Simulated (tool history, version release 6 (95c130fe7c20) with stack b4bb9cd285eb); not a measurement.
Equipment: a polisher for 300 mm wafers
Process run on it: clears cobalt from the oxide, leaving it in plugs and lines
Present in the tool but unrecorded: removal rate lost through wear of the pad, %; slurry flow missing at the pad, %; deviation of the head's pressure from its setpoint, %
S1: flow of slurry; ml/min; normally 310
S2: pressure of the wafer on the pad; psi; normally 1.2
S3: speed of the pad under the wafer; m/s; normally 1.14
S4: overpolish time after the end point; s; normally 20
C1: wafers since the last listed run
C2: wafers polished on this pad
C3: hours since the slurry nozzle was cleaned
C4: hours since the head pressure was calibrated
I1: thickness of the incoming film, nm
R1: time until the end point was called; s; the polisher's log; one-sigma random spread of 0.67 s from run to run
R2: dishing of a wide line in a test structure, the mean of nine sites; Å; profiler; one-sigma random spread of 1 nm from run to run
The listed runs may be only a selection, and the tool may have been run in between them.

{"run": 1, "hour": 0.0, "S1": 310, "S2": 1.2, "S3": 1.14, "S4": 20, "C1": 0, "C2": 910, "C3": 123.8, "C4": 315.2, "I1": 250.7, "R1": 76.8, "R2": 439}
{"hour": 22.1, "done": "worn pad replaced by a new one"}
{"run": 2, "hour": 22.6, "S1": 310, "S2": 1.2, "S3": 1.14, "S4": 20, "C1": 174, "C2": 4, "C3": 146.4, "C4": 337.8, "I1": 254.5, "R1": 74.9, "R2": 455}
{"run": 3, "hour": 43.6, "S1": 310, "S2": 1.2, "S3": 1.14, "S4": 20, "C1": 196, "C2": 201, "C3": 167.4, "C4": 358.8, "I1": 252.2, "R1": 74.9, "R2": 447}
{"hour": 59.2, "done": "head pressure recalibrated"}
{"run": 4, "hour": 63.2, "S1": 310, "S2": 1.2, "S3": 1.14, "S4": 20, "C1": 164, "C2": 366, "C3": 187.0, "C4": 4.0, "I1": 253.9, "R1": 75.8, "R2": 443}
{"run": 5, "hour": 78.6, "S1": 310, "S2": 1.0, "S3": 1.0, "S4": 20, "C1": 144, "C2": 510, "C3": 202.4, "C4": 19.4, "I1": 251.8, "R1": 96.4, "R2": 379}
{"hour": 97.5, "done": "slurry nozzle cleaned"}
{"run": 6, "hour": 114.4, "S1": 310, "S2": 1.0, "S3": 1.0, "S4": 20, "C1": 325, "C2": 835, "C3": 16.9, "C4": 55.2, "I1": 252.3, "R1": 100.3, "R2": 373}
{"run": 7, "hour": 130.8, "S1": 310, "S2": 1.2, "S3": 1.14, "S4": 20, "C1": 153, "C2": 989, "C3": 33.3, "C4": 71.6, "I1": 249.3, "R1": 78.3, "R2": 439}
{"hour": 141.3, "done": "worn pad replaced by a new one"}
{"run": 8, "hour": 147.2, "S1": 310, "S2": 1.2, "S3": 1.14, "S4": 20, "C1": 116, "C2": 55, "C3": 49.7, "C4": 88.0, "I1": 249.4, "R1": 74.0, "R2": 438}
{"run": 9, "hour": 181.0, "S1": 310, "S2": 1.2, "S3": 1.14, "S4": 20, "C1": 316, "C2": 371, "C3": 83.5, "C4": 121.8, "I1": 248.1, "R1": 74.4, "R2": 443}
{"run": 10, "hour": 208.1, "S1": 310, "S2": 1.2, "S3": 1.14, "S4": 20, "C1": 253, "C2": 624, "C3": 110.6, "C4": 148.9, "I1": 247.7, "R1": 75.8, "R2": 447}
{"run": 11, "hour": 223.8, "S1": 310, "S2": 1.2, "S3": 1.46, "S4": 20, "C1": 146, "C2": 771, "C3": 126.3, "C4": 164.6, "I1": 249.9, "R1": 61.1, "R2": 488}
{"run": 12, "hour": 242.7, "S1": 310, "S2": 1.2, "S3": 1.46, "S4": 20, "C1": 176, "C2": 948, "C3": 145.2, "C4": 183.5, "I1": 255.5, "R1": 63.3, "R2": 504}
{"hour": 279.2, "done": "worn pad replaced by a new one"}
{"run": 13, "hour": 279.7, "S1": 310, "S2": 1.2, "S3": 1.14, "S4": 20, "C1": 308, "C2": 4, "C3": 182.2, "C4": 220.5, "I1": 245.8, "R1": 73.0, "R2": 431}
{"run": 14, "hour": 307.0, "S1": 310, "S2": 1.2, "S3": 1.14, "S4": 20, "C1": 255, "C2": 259, "C3": 209.5, "C4": 247.8, "I1": 247.4, "R1": 73.4, "R2": 436}
{"run": 15, "hour": 333.6, "S1": 265, "S2": 1.5, "S3": 1.44, "S4": 10, "C1": 248, "C2": 508, "C3": 236.1, "C4": 274.4, "I1": 248.0, "R1": 51.5, "R2": 349}
{"hour": 348.5, "done": "slurry nozzle cleaned"}
{"run": 16, "hour": 358.2, "S1": 310, "S2": 1.2, "S3": 1.42, "S4": 30, "C1": 220, "C2": 729, "C3": 9.7, "C4": 299.0, "I1": 247.9, "R1": 62.1, "R2": 607}
{"run": 17, "hour": 392.8, "S1": 310, "S2": 1.2, "S3": 1.14, "S4": 16, "C1": 323, "C2": 1053, "C3": 44.3, "C4": 333.6, "I1": 250.0, "R1": 77.3, "R2": 383}
{"hour": 397.5, "done": "worn pad replaced by a new one"}
{"run": 18, "hour": 415.5, "S1": 380, "S2": 1.2, "S3": 1.14, "S4": 20, "C1": 174, "C2": 168, "C3": 67.0, "C4": 356.3, "I1": 250.9, "R1": 73.3, "R2": 445}
{"run": 19, "hour": 451.1, "S1": 345, "S2": 1.4, "S3": 1.14, "S4": 20, "C1": 333, "C2": 501, "C3": 102.6, "C4": 391.9, "I1": 252.1, "R1": 64.9, "R2": 484}
{"hour": 471.2, "done": "head pressure recalibrated"}
{"run": 20, "hour": 475.6, "S1": 225, "S2": 1.5, "S3": 1.48, "S4": 12, "C1": 210, "C2": 712, "C3": 127.1, "C4": 4.4, "I1": 249.3, "R1": 51.3, "R2": 405}
{"run": 21, "hour": 490.7, "S1": 225, "S2": 1.5, "S3": 1.48, "S4": 12, "C1": 141, "C2": 853, "C3": 142.2, "C4": 19.5, "I1": 251.5, "R1": 52.4, "R2": 396}
{"run": 22, "hour": 520.6, "S1": 310, "S2": 1.2, "S3": 1.14, "S4": 20, "C1": 279, "C2": 1133, "C3": 172.1, "C4": 49.4, "I1": 246.4, "R1": 76.7, "R2": 424}
{"hour": 532.9, "done": "worn pad replaced by a new one"}
{"run": 23, "hour": 542.6, "S1": 345, "S2": 1.4, "S3": 1.0, "S4": 28, "C1": 168, "C2": 91, "C3": 194.1, "C4": 71.4, "I1": 249.2, "R1": 72.8, "R2": 554}
{"run": 24, "hour": 560.8, "S1": 360, "S2": 1.2, "S3": 1.14, "S4": 26, "C1": 170, "C2": 261, "C3": 212.3, "C4": 89.6, "I1": 253.5, "R1": 75.5, "R2": 533}
{"run": 25, "hour": 591.2, "S1": 310, "S2": 1.2, "S3": 1.14, "S4": 20, "C1": 284, "C2": 545, "C3": 242.7, "C4": 120.0, "I1": 253.5, "R1": 77.9, "R2": 447}
{"run": 26, "hour": 606.7, "S1": 310, "S2": 1.3, "S3": 1.48, "S4": 20, "C1": 145, "C2": 690, "C3": 258.2, "C4": 135.5, "I1": 246.5, "R1": 56.8, "R2": 524}
{"hour": 623.1, "done": "slurry nozzle cleaned"}
{"run": 27, "hour": 629.4, "S1": 310, "S2": 1.4, "S3": 1.14, "S4": 20, "C1": 203, "C2": 893, "C3": 6.3, "C4": 158.2, "I1": 249.0, "R1": 67.7, "R2": 471}
{"run": 28, "hour": 652.6, "S1": 340, "S2": 1.0, "S3": 1.14, "S4": 27, "C1": 217, "C2": 1111, "C3": 29.5, "C4": 181.4, "I1": 253.0, "R1": 91.6, "R2": 501}
{"hour": 668.4, "done": "worn pad replaced by a new one"}
{"run": 29, "hour": 668.9, "S1": 370, "S2": 1.2, "S3": 1.14, "S4": 20, "C1": 115, "C2": 4, "C3": 45.8, "C4": 197.7, "I1": 246.3, "R1": 73.5, "R2": 439}

Alternative continuations, all from the tool just after run 29; predict every row:
{"run": "A", "hour": 669.4, "S1": 310, "S2": 1.2, "S3": 1.5, "S4": 20, "C1": 4, "C2": 9, "C3": 46.3, "C4": 198.2, "I1": 248.8, "R1": "?", "R2": "?"}
{"run": "B", "hour": 669.4, "S1": 280, "S2": 1.5, "S3": 1.14, "S4": 20, "C1": 4, "C2": 9, "C3": 46.3, "C4": 198.2, "I1": 248.8, "R1": "?", "R2": "?"}
{"run": "C", "hour": 669.4, "S1": 395, "S2": 1.2, "S3": 1.14, "S4": 10, "C1": 4, "C2": 9, "C3": 46.3, "C4": 198.2, "I1": 248.8, "R1": "?", "R2": "?"}
{"run": "D", "hour": 669.4, "S1": 310, "S2": 1.2, "S3": 1.14, "S4": 13, "C1": 4, "C2": 9, "C3": 46.3, "C4": 198.2, "I1": 248.8, "R1": "?", "R2": "?"}

run=A R1=58.5 R2=527
run=B R1=61.4 R2=514
run=C R1=72.7 R2=286
run=D R1=73.7 R2=346
Without the tool's hidden state the same runs would have given:
run=A R1=58.1 R2=529
run=B R1=61.0 R2=516
run=C R1=72.2 R2=288
run=D R1=73.2 R2=348
